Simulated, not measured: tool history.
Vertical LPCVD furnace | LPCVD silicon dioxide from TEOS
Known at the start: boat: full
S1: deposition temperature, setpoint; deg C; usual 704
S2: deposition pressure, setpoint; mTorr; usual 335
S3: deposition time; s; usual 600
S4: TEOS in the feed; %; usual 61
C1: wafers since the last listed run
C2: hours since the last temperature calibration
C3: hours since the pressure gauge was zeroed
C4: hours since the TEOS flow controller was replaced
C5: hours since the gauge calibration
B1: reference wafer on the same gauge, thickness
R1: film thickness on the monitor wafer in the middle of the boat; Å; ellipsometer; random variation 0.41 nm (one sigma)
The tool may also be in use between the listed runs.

run	hour	S1	S2	S3	S4	C1	C2	C3	C4	C5	B1	R1
1	0.0	704	335	600	61	0	1153.7	2221.9	6815.7	616.5	93.41	887.5
2	57.1	704	335	600	61	1199	1210.8	2279.0	6872.8	673.6	93.46	893.8
3	118.9	704	335	600	61	1298	1272.6	2340.8	6934.6	735.4	93.33	894.7
4	182.3	704	335	600	61	1331	1336.0	2404.2	6998.0	798.8	93.45	893.6
5	227.2	704	335	600	61	943	1380.9	2449.1	7042.9	843.7	93.44	890.1
6	269.3	704	335	600	61	884	1423.0	2491.2	7085.0	885.8	93.28	898.4
# hour 333.6: TEOS flow controller replaced
7	334.1	704	335	600	61	856	1487.8	2556.0	0.5	950.6	93.57	897.2
8	361.0	704	335	600	61	564	1514.7	2582.9	27.4	977.5	93.44	900.0
9	388.6	704	335	600	61	579	1542.3	2610.5	55.0	1005.1	93.23	904.4
10	459.4	704	335	600	61	1487	1613.1	2681.3	125.8	1075.9	93.55	909.4
11	529.1	704	335	600	61	1463	1682.8	2751.0	195.5	1145.6	93.43	892.8
12	563.6	704	335	600	68	724	1717.3	2785.5	230.0	1180.1	93.26	945.0
13	615.0	704	335	600	68	1079	1768.7	2836.9	281.4	1231.5	93.32	943.0
# hour 665.1: gauge calibrated
14	685.3	704	335	750	56	1476	1839.0	2907.2	351.7	20.2	93.31	1075.1
# hour 718.4: pressure gauge zeroed
15	751.0	704	335	720	58	875	1904.7	32.6	417.4	85.9	93.51	1047.2
16	813.1	699	370	600	50	1304	1966.8	94.7	479.5	148.0	93.48	768.1
# hour 854.5: thermocouples replaced and temperature profile calibrated
17	855.0	713	390	750	53	375	0.5	136.6	521.4	189.9	93.49	1299.8
18	881.3	694	335	720	69	552	26.8	162.9	547.7	216.2	93.40	855.7
19	910.3	704	335	600	61	609	55.8	191.9	576.7	245.2	93.38	842.4
20	974.0	704	335	600	51	1337	119.5	255.6	640.4	308.9	93.36	772.6
21	1035.8	704	335	600	61	1298	181.3	317.4	702.2	370.7	93.56	852.3
22	1076.8	704	335	690	61	861	222.3	358.4	743.2	411.7	93.47	987.4
23	1101.3	704	335	600	61	514	246.8	382.9	767.7	436.2	93.49	858.8
24	1144.6	704	410	600	61	909	290.1	426.2	811.0	479.5	93.30	945.8
25	1188.0	704	255	720	69	911	333.5	469.6	854.4	522.9	93.59	957.6
26	1226.6	708	335	600	53	810	372.1	508.2	893.0	561.5	93.59	890.4
27	1261.2	704	335	600	61	726	406.7	542.8	927.6	596.1	93.56	869.8
28	1332.4	711	275	450	61	1495	477.9	614.0	998.8	667.3	93.18	696.6
29	1390.9	697	335	600	53	1228	536.4	672.5	1057.3	725.8	93.35	693.5
30	1435.3	696	390	600	50	932	580.8	716.9	1101.7	770.2	93.35	704.7

Forecast each of these 5 alternatives for the next run:
A	1438.9	704	335	600	61	75	584.4	720.5	1105.3	773.8	?	?
B	1438.9	704	295	600	64	75	584.4	720.5	1105.3	773.8	?	?
C	1438.9	704	335	450	61	75	584.4	720.5	1105.3	773.8	?	?
D	1438.9	704	335	720	61	75	584.4	720.5	1105.3	773.8	?	?
E	1438.9	698	280	810	54	75	584.4	720.5	1105.3	773.8	?	?

run	B1	R1
A	93.63	875.3
B	93.63	841.3
C	93.63	656.5
D	93.63	1050.4
E	93.63	884.7
Without the tool's hidden state the same runs would have given:
run	R1
A	841.7
B	809.0
C	631.2
D	1010.0
E	850.3
